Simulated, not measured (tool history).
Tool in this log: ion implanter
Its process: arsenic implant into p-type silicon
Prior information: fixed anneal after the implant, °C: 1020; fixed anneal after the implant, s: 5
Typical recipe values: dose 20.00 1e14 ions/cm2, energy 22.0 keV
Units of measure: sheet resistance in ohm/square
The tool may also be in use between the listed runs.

run	hour	dose	energy	read-back reference wafer on the same gauge, sheet resistance	sheet resistance
1	0.0	20.00	22.0	129.32	107.97
2	19.5	20.00	22.0	129.30	108.10
3	31.9	20.00	22.0	129.32	108.10
4	53.0	20.00	25.5	129.30	100.91
5	74.3	20.00	25.5	129.28	100.91
6	92.5	20.00	22.0	129.42	107.97
7	108.9	20.00	22.0	129.38	107.98
8	214.7	20.00	22.0	129.44	108.19
9	242.4	20.00	22.0	129.55	108.21
10	278.0	20.00	22.0	129.71	108.02
11	302.3	15.47	22.0	129.69	113.66
12	320.1	15.47	22.0	129.65	113.93
13	333.7	20.00	22.0	129.76	108.29
14	365.4	20.00	22.0	129.77	108.47
15	398.8	20.00	22.0	129.87	108.31
16	410.9	24.29	17.5	130.05	117.50
17	441.1	24.29	17.5	130.04	117.72
18	485.0	17.60	27.0	130.22	101.38
# hour 505.8: extraction supply calibrated
19	512.4	17.85	18.0	130.38	121.11
20	542.3	14.15	16.0	130.44	132.47
21	573.0	20.00	22.0	130.60	109.20
# hour 611.5: Faraday cup replaced and dose calibrated
22	612.0	21.74	27.0	130.76	97.93
23	621.8	23.90	25.5	130.76	99.32
# hour 633.4: gauge calibrated
24	648.8	20.00	14.5	128.87	127.96
25	664.0	20.00	27.0	128.74	98.00
26	687.2	20.00	27.5	128.83	96.89
27	709.9	22.70	27.0	128.97	95.82
28	726.0	18.37	27.0	128.92	99.48
29	739.5	14.71	19.5	128.98	120.25

Expected results for the next run?
30	761.7	14.66	27.5	?	?

read-back reference wafer on the same gauge, sheet resistance: 128.97
sheet resistance: 104.31 ohm/square
Had the tool carried no hidden state, the very same run would have given sheet resistance 104.36 ohm/square.
